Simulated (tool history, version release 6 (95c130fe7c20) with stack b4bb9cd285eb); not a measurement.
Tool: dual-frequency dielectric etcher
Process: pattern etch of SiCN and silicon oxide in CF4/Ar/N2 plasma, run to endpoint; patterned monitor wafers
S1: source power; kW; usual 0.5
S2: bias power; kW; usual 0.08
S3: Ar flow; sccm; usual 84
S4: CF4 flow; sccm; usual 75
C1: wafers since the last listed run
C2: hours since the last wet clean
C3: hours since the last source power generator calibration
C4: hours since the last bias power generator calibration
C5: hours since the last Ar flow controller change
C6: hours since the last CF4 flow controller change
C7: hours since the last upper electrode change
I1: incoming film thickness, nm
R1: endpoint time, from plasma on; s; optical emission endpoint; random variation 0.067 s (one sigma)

{"run": 1, "day": 0.0, "S1": 0.5, "S2": 0.08, "S3": 84, "S4": 75, "C1": 0, "C2": 102.2, "C3": 2314.8, "C4": 2968.6, "C5": 2950.7, "C6": 4026.5, "C7": 3493, "I1": 16.44, "R1": 15.4}
{"run": 2, "day": 1.121, "S1": 0.5, "S2": 0.08, "S3": 84, "S4": 75, "C1": 464, "C2": 129.1, "C3": 2341.7, "C4": 2995.5, "C5": 2977.6, "C6": 4053.4, "C7": 3519.9, "I1": 16.5, "R1": 15.6}
{"run": 3, "day": 1.854, "S1": 0.5, "S2": 0.08, "S3": 84, "S4": 75, "C1": 303, "C2": 146.7, "C3": 2359.3, "C4": 3013.1, "C5": 2995.2, "C6": 4071, "C7": 3537.5, "I1": 16.47, "R1": 15.5}
{"run": 4, "day": 3.329, "S1": 0.5, "S2": 0.08, "S3": 69, "S4": 75, "C1": 611, "C2": 182.1, "C3": 2394.7, "C4": 3048.5, "C5": 3030.6, "C6": 4106.4, "C7": 3572.9, "I1": 16.42, "R1": 15}
{"day": 3.767, "done": "CF4 flow controller replaced"}
{"run": 5, "day": 4.383, "S1": 0.42, "S2": 0.08, "S3": 84, "S4": 75, "C1": 333, "C2": 207.4, "C3": 2420, "C4": 3073.8, "C5": 3055.9, "C6": 14.8, "C7": 3598.2, "I1": 16.11, "R1": 17.6}
{"run": 6, "day": 5.688, "S1": 0.5, "S2": 0.08, "S3": 84, "S4": 75, "C1": 540, "C2": 238.7, "C3": 2451.3, "C4": 3105.1, "C5": 3087.2, "C6": 46.1, "C7": 3629.5, "I1": 16.39, "R1": 15.3}
{"run": 7, "day": 6.529, "S1": 0.5, "S2": 0.08, "S3": 84, "S4": 75, "C1": 348, "C2": 258.9, "C3": 2471.5, "C4": 3125.3, "C5": 3107.4, "C6": 66.3, "C7": 3649.7, "I1": 16.47, "R1": 15.3}
{"run": 8, "day": 7.683, "S1": 0.5, "S2": 0.08, "S3": 84, "S4": 67, "C1": 478, "C2": 286.6, "C3": 2499.2, "C4": 3153, "C5": 3135.1, "C6": 94, "C7": 3677.4, "I1": 16.46, "R1": 15.5}
{"run": 9, "day": 8.346, "S1": 0.57, "S2": 0.08, "S3": 72, "S4": 91, "C1": 274, "C2": 302.5, "C3": 2515.1, "C4": 3168.9, "C5": 3151, "C6": 109.9, "C7": 3693.3, "I1": 16.41, "R1": 13}
{"run": 10, "day": 9.738, "S1": 0.59, "S2": 0.09, "S3": 84, "S4": 75, "C1": 576, "C2": 335.9, "C3": 2548.5, "C4": 3202.3, "C5": 3184.4, "C6": 143.3, "C7": 3726.7, "I1": 16.45, "R1": 12.5}
{"day": 10.942, "done": "bias power generator calibrated"}
{"run": 11, "day": 11.042, "S1": 0.5, "S2": 0.08, "S3": 84, "S4": 75, "C1": 471, "C2": 367.2, "C3": 2579.8, "C4": 2.4, "C5": 3215.7, "C6": 174.6, "C7": 3758, "I1": 16.53, "R1": 15.2}
{"run": 12, "day": 12.217, "S1": 0.54, "S2": 0.09, "S3": 66, "S4": 58, "C1": 486, "C2": 395.4, "C3": 2608, "C4": 30.6, "C5": 3243.9, "C6": 202.8, "C7": 3786.2, "I1": 16.55, "R1": 13.4}
{"day": 13.304, "done": "Ar flow controller replaced"}
{"run": 13, "day": 13.325, "S1": 0.5, "S2": 0.085, "S3": 100, "S4": 83, "C1": 355, "C2": 422, "C3": 2634.6, "C4": 57.2, "C5": 0.5, "C6": 229.4, "C7": 3812.8, "I1": 16.3, "R1": 14.8}
{"run": 14, "day": 14.233, "S1": 0.38, "S2": 0.08, "S3": 84, "S4": 75, "C1": 376, "C2": 443.8, "C3": 2656.4, "C4": 79, "C5": 22.3, "C6": 251.2, "C7": 3834.6, "I1": 16.33, "R1": 19.1}
{"run": 15, "day": 14.938, "S1": 0.5, "S2": 0.08, "S3": 84, "S4": 70, "C1": 291, "C2": 460.7, "C3": 2673.3, "C4": 95.9, "C5": 39.2, "C6": 268.1, "C7": 3851.5, "I1": 16.52, "R1": 15.4}
{"day": 15.142, "done": "source power generator calibrated"}
{"run": 16, "day": 16.067, "S1": 0.5, "S2": 0.08, "S3": 84, "S4": 75, "C1": 398, "C2": 487.8, "C3": 22.2, "C4": 123, "C5": 66.3, "C6": 295.2, "C7": 3878.6, "I1": 16.5, "R1": 15.2}
{"run": 17, "day": 16.667, "S1": 0.54, "S2": 0.08, "S3": 94, "S4": 75, "C1": 248, "C2": 502.2, "C3": 36.6, "C4": 137.4, "C5": 80.7, "C6": 309.6, "C7": 3893, "I1": 16.36, "R1": 14.3}
{"run": 18, "day": 17.988, "S1": 0.58, "S2": 0.087, "S3": 84, "S4": 75, "C1": 547, "C2": 533.9, "C3": 68.3, "C4": 169.1, "C5": 112.4, "C6": 341.3, "C7": 3924.7, "I1": 16.18, "R1": 12.5}
{"day": 19.479, "done": "wet clean of the chamber"}
{"day": 19.55, "done": "upper electrode replaced"}
{"run": 19, "day": 19.571, "S1": 0.5, "S2": 0.085, "S3": 84, "S4": 58, "C1": 211, "C2": 2.2, "C3": 106.3, "C4": 207.1, "C5": 150.4, "C6": 379.3, "C7": 0.5, "I1": 16.55, "R1": 15.8}
{"run": 20, "day": 23.354, "S1": 0.5, "S2": 0.08, "S3": 66, "S4": 64, "C1": 1567, "C2": 93, "C3": 197.1, "C4": 297.9, "C5": 241.2, "C6": 470.1, "C7": 91.3, "I1": 16.4, "R1": 15.1}
{"run": 21, "day": 24.846, "S1": 0.5, "S2": 0.08, "S3": 84, "S4": 75, "C1": 618, "C2": 128.8, "C3": 232.9, "C4": 333.7, "C5": 277, "C6": 505.9, "C7": 127.1, "I1": 16.45, "R1": 15.5}
{"run": 22, "day": 26.338, "S1": 0.5, "S2": 0.08, "S3": 84, "S4": 65, "C1": 618, "C2": 164.6, "C3": 268.7, "C4": 369.5, "C5": 312.8, "C6": 541.7, "C7": 162.9, "I1": 16.26, "R1": 15.7}
{"run": 23, "day": 26.992, "S1": 0.39, "S2": 0.092, "S3": 90, "S4": 84, "C1": 271, "C2": 180.3, "C3": 284.4, "C4": 385.2, "C5": 328.5, "C6": 557.4, "C7": 178.6, "I1": 16.3, "R1": 17.6}
{"run": 24, "day": 28.021, "S1": 0.42, "S2": 0.064, "S3": 69, "S4": 66, "C1": 426, "C2": 205, "C3": 309.1, "C4": 409.9, "C5": 353.2, "C6": 582.1, "C7": 203.3, "I1": 16.49, "R1": 20}

4 ways to go on from here, each from the tool as it stands after run 24. What would each give?
{"run": "A", "day": 28.038, "S1": 0.5, "S2": 0.08, "S3": 78, "S4": 75, "C1": 6, "C2": 205.4, "C3": 309.5, "C4": 410.3, "C5": 353.6, "C6": 582.5, "C7": 203.7, "I1": 16.44, "R1": "?"}
{"run": "B", "day": 28.038, "S1": 0.5, "S2": 0.062, "S3": 73, "S4": 89, "C1": 6, "C2": 205.4, "C3": 309.5, "C4": 410.3, "C5": 353.6, "C6": 582.5, "C7": 203.7, "I1": 16.44, "R1": "?"}
{"run": "C", "day": 28.038, "S1": 0.4, "S2": 0.08, "S3": 68, "S4": 75, "C1": 6, "C2": 205.4, "C3": 309.5, "C4": 410.3, "C5": 353.6, "C6": 582.5, "C7": 203.7, "I1": 16.44, "R1": "?"}
{"run": "D", "day": 28.038, "S1": 0.46, "S2": 0.08, "S3": 65, "S4": 75, "C1": 6, "C2": 205.4, "C3": 309.5, "C4": 410.3, "C5": 353.6, "C6": 582.5, "C7": 203.7, "I1": 16.44, "R1": "?"}

run=A R1=15.1
run=B R1=16.7
run=C R1=17.9
run=D R1=15.8
Without the tool's hidden state the same runs would have given:
run=A R1=15.3
run=B R1=16.9
run=C R1=18.2
run=D R1=16

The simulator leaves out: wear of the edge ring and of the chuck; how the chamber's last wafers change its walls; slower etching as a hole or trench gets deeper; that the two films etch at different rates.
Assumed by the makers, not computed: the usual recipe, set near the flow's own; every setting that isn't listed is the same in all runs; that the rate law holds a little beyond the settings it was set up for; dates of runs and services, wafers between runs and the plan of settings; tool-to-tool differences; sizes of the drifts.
